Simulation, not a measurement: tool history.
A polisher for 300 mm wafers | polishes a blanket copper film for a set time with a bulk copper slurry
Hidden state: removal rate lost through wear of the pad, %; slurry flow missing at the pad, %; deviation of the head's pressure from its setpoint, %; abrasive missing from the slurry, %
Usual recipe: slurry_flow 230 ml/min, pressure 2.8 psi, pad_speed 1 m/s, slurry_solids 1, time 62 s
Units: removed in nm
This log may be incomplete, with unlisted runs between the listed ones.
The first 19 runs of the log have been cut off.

run   hour  slurry_flow  pressure  pad_speed  slurry_solids  time  wafers since the last listed run  wafers polished on this pad  hours since the slurry nozzle was cleaned  hours since the head pressure was calibrated  hours since the slurry blender was calibrated  incoming thickness of the incoming film, nm  removed
 20  274.5          285       3.1          1            0.7    62                                86                          704                                       18.5                                         147.8                                          102.6                                       2331.9    522.1
 21  292.1          230       2.8       0.68              1    62                               109                          814                                       36.1                                         165.4                                          120.2                                       2301.5    406.6
 22    300          175       2.8       1.26           0.75    72                                49                          863                                         44                                         173.3                                          128.1                                       2272.8    621.3
 23  315.8          230       2.8          1            0.7    62                                98                          961                                       59.8                                         189.1                                          143.9                                       2273.4    470.7
 24  328.2          230       2.8          1            1.3    45                                77                         1039                                       72.2                                         201.5                                          156.3                                       2274.4      395
 25  345.6          230       2.8          1           1.25    75                               108                         1147                                       89.6                                         218.9                                          173.7                                       2253.4    636.7
 26  351.6          230       2.8          1              1    62                                37                         1185                                       95.6                                         224.9                                          179.7                                       2247.5    509.9
 27  358.6          230       2.8          1              1    62                                43                         1228                                      102.6                                         231.9                                          186.7                                         2265      517
 28  365.9          285       2.5        1.3              1    54                                45                         1274                                      109.9                                         239.2                                            194                                       2258.5    483.1
 29  380.6          170       2.2          1            0.8    84                                91                         1365                                      124.6                                         253.9                                          208.7                                       2273.8    514.4
     388.6  -- worn pad replaced by a new one
 30  394.4          230       2.8          1              1    46                                61                           35                                      138.4                                         267.7                                          222.5                                       2318.3    372.3
 31  417.7          230       2.8       0.86            0.9    62                               145                          181                                      161.7                                           291                                          245.8                                       2274.7    448.5

Alternative continuations, all from the tool just after run 31; predict every row:
  A  418.1          230         2          1              1    62                                 2                          183                                      162.1                                         291.4                                          246.2                                       2278.4        ?
  B  418.1          280       2.8       0.82            1.2    76                                 2                          183                                      162.1                                         291.4                                          246.2                                       2278.4        ?
  C  418.1          230       3.2        0.9            0.8    80                                 2                          183                                      162.1                                         291.4                                          246.2                                       2278.4        ?

run  removed
  A    379.6
  B      579
  C    641.1
Without the tool's unlogged condition, the same runs would have read:
run  removed
  A    411.5
  B    627.7
  C      695

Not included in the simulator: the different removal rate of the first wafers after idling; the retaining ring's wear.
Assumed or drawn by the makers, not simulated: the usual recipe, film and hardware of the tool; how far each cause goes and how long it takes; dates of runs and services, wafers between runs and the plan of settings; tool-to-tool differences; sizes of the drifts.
